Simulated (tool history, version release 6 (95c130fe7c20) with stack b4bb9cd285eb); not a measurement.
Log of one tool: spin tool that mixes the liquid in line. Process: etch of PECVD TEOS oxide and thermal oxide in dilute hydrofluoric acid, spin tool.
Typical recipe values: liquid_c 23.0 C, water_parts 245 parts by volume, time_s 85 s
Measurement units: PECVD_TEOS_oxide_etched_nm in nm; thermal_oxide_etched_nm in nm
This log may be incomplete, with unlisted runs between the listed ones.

run	hour	liquid_c	water_parts	time_s	read-back film thickness of the PECVD TEOS oxide reference wafer, read on the same gauge (nm)	read-back film thickness of the thermal oxide reference wafer, read on the same gauge (nm)	PECVD_TEOS_oxide_etched_nm	thermal_oxide_etched_nm
1	0.0	23.0	245	85	129.97	89.999	6.21	1.409
2	8.4	23.0	245	85	130.00	89.973	6.18	1.427
3	23.3	23.0	245	85	130.01	89.998	6.19	1.391
4	34.7	23.0	245	85	129.96	90.026	6.18	1.433
5	48.3	23.0	245	85	130.02	89.979	6.18	1.377
6	58.2	23.0	245	85	129.99	90.024	6.21	1.398
7	70.1	23.0	245	115	130.04	89.989	8.32	1.979
8	78.8	23.0	245	115	130.01	89.974	8.34	1.928
# hour 91.7: gauge calibrated
# hour 95.6: hydrofluoric acid flow meter replaced
9	96.1	23.0	245	70	129.98	90.026	5.87	1.314
10	104.5	20.0	145	70	129.97	89.995	9.86	2.264
# hour 108.2: thermometer replaced
11	121.6	23.0	245	85	129.98	90.015	6.52	1.450
12	129.0	23.0	330	85	130.01	89.961	4.47	1.025
13	138.7	20.0	145	70	129.99	90.013	9.01	2.031
14	146.0	20.5	245	85	130.02	90.008	5.97	1.387
15	173.0	23.0	245	85	129.99	90.007	6.57	1.517
16	189.8	18.0	165	130	130.02	89.997	13.27	2.961

Below are 5 alternative next runs, each starting from the tool's condition after run 16. Predict each:
A	190.2	23.0	245	85	?	?	?	?
B	190.2	18.5	280	135	?	?	?	?
C	190.2	21.0	340	55	?	?	?	?
D	190.2	23.0	245	105	?	?	?	?
E	190.2	26.5	245	85	?	?	?	?

run	read-back film thickness of the PECVD TEOS oxide reference wafer, read on the same gauge (nm)	read-back film thickness of the thermal oxide reference wafer, read on the same gauge (nm)	PECVD_TEOS_oxide_etched_nm	thermal_oxide_etched_nm
A	129.98	89.989	6.55	1.427
B	129.98	89.989	7.46	1.626
C	129.98	89.989	2.60	0.566
D	129.98	89.989	8.09	1.763
E	129.98	89.989	7.41	1.615
With no hidden state in the tool, these same runs would have given:
run	PECVD_TEOS_oxide_etched_nm	thermal_oxide_etched_nm
A	6.58	1.434
B	7.49	1.633
C	2.61	0.569
D	8.13	1.771
E	7.45	1.624
